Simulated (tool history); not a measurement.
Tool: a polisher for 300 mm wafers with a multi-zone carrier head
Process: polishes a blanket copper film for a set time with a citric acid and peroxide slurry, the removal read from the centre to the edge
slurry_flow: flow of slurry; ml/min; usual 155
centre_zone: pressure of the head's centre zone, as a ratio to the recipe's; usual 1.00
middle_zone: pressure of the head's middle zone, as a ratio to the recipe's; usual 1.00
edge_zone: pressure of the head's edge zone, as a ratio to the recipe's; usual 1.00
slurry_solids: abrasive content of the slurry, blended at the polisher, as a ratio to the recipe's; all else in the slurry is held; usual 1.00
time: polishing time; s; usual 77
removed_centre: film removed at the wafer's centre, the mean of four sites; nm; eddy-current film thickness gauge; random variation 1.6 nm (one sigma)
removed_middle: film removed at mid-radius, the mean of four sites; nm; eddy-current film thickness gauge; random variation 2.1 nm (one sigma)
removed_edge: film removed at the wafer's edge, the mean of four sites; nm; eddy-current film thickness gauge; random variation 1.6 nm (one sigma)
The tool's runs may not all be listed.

| run | hour | slurry_flow | centre_zone | middle_zone | edge_zone | slurry_solids | time | wafers since the last listed run | wafers polished on this pad | hours since the slurry nozzle was cleaned | hours since the centre zone pressure was calibrated | hours since the edge zone pressure was calibrated | hours since the carrier head's membrane was replaced | incoming thickness of the incoming film, nm | removed_centre | removed_middle | removed_edge |
|---|---|---|---|---|---|---|---|---|---|---|---|---|---|---|---|---|---|
| 1 | 0.0 | 155 | 1.00 | 1.00 | 1.09 | 1.00 | 77 | 0 | 262 | 825.3 | 876.5 | 1545.2 | 1801.1 | 821.4 | 127.5 | 127.4 | 134.9 |
| 2 | 13.8 | 155 | 0.93 | 1.00 | 1.00 | 0.95 | 77 | 91 | 353 | 839.1 | 890.3 | 1559.0 | 1814.9 | 827.9 | 114.4 | 125.9 | 128.4 |
| 3 | 27.9 | 155 | 1.00 | 1.00 | 1.00 | 1.00 | 77 | 93 | 446 | 853.2 | 904.4 | 1573.1 | 1829.0 | 818.0 | 122.9 | 126.8 | 131.0 |
| 4 | 45.0 | 155 | 1.00 | 1.00 | 1.00 | 1.20 | 77 | 113 | 559 | 870.3 | 921.5 | 1590.2 | 1846.1 | 831.2 | 128.2 | 135.3 | 137.2 |
|  | 62.9 | worn pad replaced by a new one |
|  | 64.6 | edge zone pressure recalibrated |
|  | 65.0 | carrier head's membrane replaced by a new one |
| 5 | 65.5 | 155 | 1.00 | 1.00 | 1.00 | 1.20 | 77 | 94 | 3 | 890.8 | 942.0 | 0.9 | 0.5 | 821.3 | 130.2 | 138.3 | 134.7 |
| 6 | 69.5 | 155 | 1.00 | 1.00 | 1.00 | 1.00 | 77 | 26 | 29 | 894.8 | 946.0 | 4.9 | 4.5 | 820.0 | 125.6 | 126.1 | 130.3 |
|  | 73.7 | slurry nozzle cleaned |
|  | 77.4 | centre zone pressure recalibrated |
| 7 | 80.4 | 155 | 1.00 | 1.00 | 1.00 | 1.00 | 77 | 52 | 81 | 6.7 | 3.0 | 15.8 | 15.4 | 820.7 | 106.0 | 115.1 | 117.8 |
| 8 | 87.2 | 125 | 1.00 | 1.00 | 1.00 | 1.00 | 59 | 44 | 126 | 13.5 | 9.8 | 22.6 | 22.2 | 822.6 | 70.8 | 79.5 | 84.0 |
| 9 | 101.6 | 110 | 1.00 | 1.10 | 0.96 | 1.00 | 69 | 95 | 222 | 27.9 | 24.2 | 37.0 | 36.6 | 823.8 | 74.5 | 88.3 | 93.6 |
|  | 111.7 | slurry nozzle cleaned, repeated, since the last time left the tool worse |
| 10 | 119.5 | 155 | 1.00 | 1.00 | 1.00 | 1.00 | 77 | 111 | 333 | 7.8 | 42.1 | 54.9 | 54.5 | 815.6 | 137.7 | 141.7 | 136.7 |
| 11 | 154.5 | 155 | 1.00 | 1.00 | 1.00 | 1.00 | 77 | 231 | 565 | 42.8 | 77.1 | 89.9 | 89.5 | 814.3 | 137.9 | 140.2 | 134.0 |
|  | 165.3 | worn pad replaced by a new one |
| 12 | 170.2 | 170 | 1.12 | 1.00 | 1.00 | 1.00 | 77 | 77 | 32 | 58.5 | 92.8 | 105.6 | 105.2 | 838.0 | 158.3 | 145.0 | 136.8 |
| 13 | 186.6 | 190 | 1.00 | 1.00 | 1.00 | 1.00 | 77 | 108 | 140 | 74.9 | 109.2 | 122.0 | 121.6 | 817.2 | 144.1 | 145.2 | 140.9 |
| 14 | 193.1 | 155 | 1.00 | 1.00 | 1.00 | 1.30 | 91 | 42 | 183 | 81.4 | 115.7 | 128.5 | 128.1 | 805.2 | 176.8 | 186.9 | 171.7 |

Forecast each of these 5 alternatives for the next run:
| A | 193.5 | 155 | 1.00 | 1.00 | 0.96 | 1.00 | 77 | 2 | 186 | 81.8 | 116.1 | 128.9 | 128.5 | 823.9 | ? | ? | ? |
| B | 193.5 | 155 | 0.88 | 1.11 | 0.95 | 1.00 | 77 | 2 | 186 | 81.8 | 116.1 | 128.9 | 128.5 | 823.9 | ? | ? | ? |
| C | 193.5 | 105 | 1.00 | 1.00 | 1.00 | 1.00 | 77 | 2 | 186 | 81.8 | 116.1 | 128.9 | 128.5 | 823.9 | ? | ? | ? |
| D | 193.5 | 155 | 1.10 | 1.11 | 1.00 | 1.15 | 77 | 2 | 186 | 81.8 | 116.1 | 128.9 | 128.5 | 823.9 | ? | ? | ? |
| E | 193.5 | 155 | 1.00 | 1.00 | 1.00 | 1.00 | 90 | 2 | 186 | 81.8 | 116.1 | 128.9 | 128.5 | 823.9 | ? | ? | ? |

| run | removed_centre | removed_middle | removed_edge |
|---|---|---|---|
| A | 137.1 | 141.9 | 136.1 |
| B | 120.6 | 151.3 | 135.4 |
| C | 121.7 | 127.9 | 128.6 |
| D | 157.6 | 157.8 | 144.2 |
| E | 160.2 | 165.8 | 161.6 |
Without the tool's hidden state the same runs would have given:
| run | removed_centre | removed_middle | removed_edge |
|---|---|---|---|
| A | 138.2 | 142.9 | 136.8 |
| B | 121.6 | 152.4 | 136.1 |
| C | 123.3 | 129.3 | 129.6 |
| D | 158.9 | 159.0 | 145.0 |
| E | 161.5 | 167.1 | 162.4 |
